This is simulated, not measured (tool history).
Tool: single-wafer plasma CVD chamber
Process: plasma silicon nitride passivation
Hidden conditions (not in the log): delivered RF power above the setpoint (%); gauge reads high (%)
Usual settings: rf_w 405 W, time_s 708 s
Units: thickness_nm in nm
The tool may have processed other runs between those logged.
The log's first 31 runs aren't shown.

run,hour,rf_w,time_s,wafers since the last listed run,hours since the last RF generator calibration,hours since the showerhead was replaced,hours since the gauge calibration,"read-back reference wafer on the same gauge, thickness_nm",thickness_nm
32,1779.8,405,708,106,373.1,3729.5,55.5,950.365,1066.441
33,1805.3,455,585,57,398.6,3755.0,81.0,950.333,924.033
# hour 1834.2: showerhead replaced
34,1875.5,335,835,140,468.8,41.3,151.2,950.598,1165.370
35,1938.0,340,572,141,531.3,103.8,213.7,950.554,798.281
36,2006.2,460,783,154,599.5,172.0,281.9,949.854,1242.191
37,2048.0,405,822,94,641.3,213.8,323.7,949.832,1238.138
38,2110.6,405,708,141,703.9,276.4,386.3,950.402,1066.110
39,2150.0,405,708,89,743.3,315.8,425.7,949.672,1066.822
40,2202.6,440,708,119,795.9,368.4,478.3,949.953,1102.002
41,2273.5,440,816,160,866.8,439.3,549.2,950.236,1268.618
42,2334.7,405,616,138,928.0,500.5,610.4,950.377,930.214
43,2393.4,335,573,132,986.7,559.2,669.1,949.756,795.630
44,2455.8,475,751,141,1049.1,621.6,731.5,950.511,1200.734

Consider 3 possible next runs. They are alternatives, not a sequence: every one starts from the tool as it was left by run 44. What does each give?
A,2456.4,405,708,1,1049.7,622.2,732.1,?,?
B,2456.4,380,813,1,1049.7,622.2,732.1,?,?
C,2456.4,405,841,1,1049.7,622.2,732.1,?,?

run,"read-back reference wafer on the same gauge, thickness_nm",thickness_nm
A,949.802,1065.749
B,949.802,1192.118
C,949.802,1265.953
Take away the tool's hidden state, keep each run's random variation, and the runs would have read:
run,thickness_nm
A,1069.544
B,1196.363
C,1270.461

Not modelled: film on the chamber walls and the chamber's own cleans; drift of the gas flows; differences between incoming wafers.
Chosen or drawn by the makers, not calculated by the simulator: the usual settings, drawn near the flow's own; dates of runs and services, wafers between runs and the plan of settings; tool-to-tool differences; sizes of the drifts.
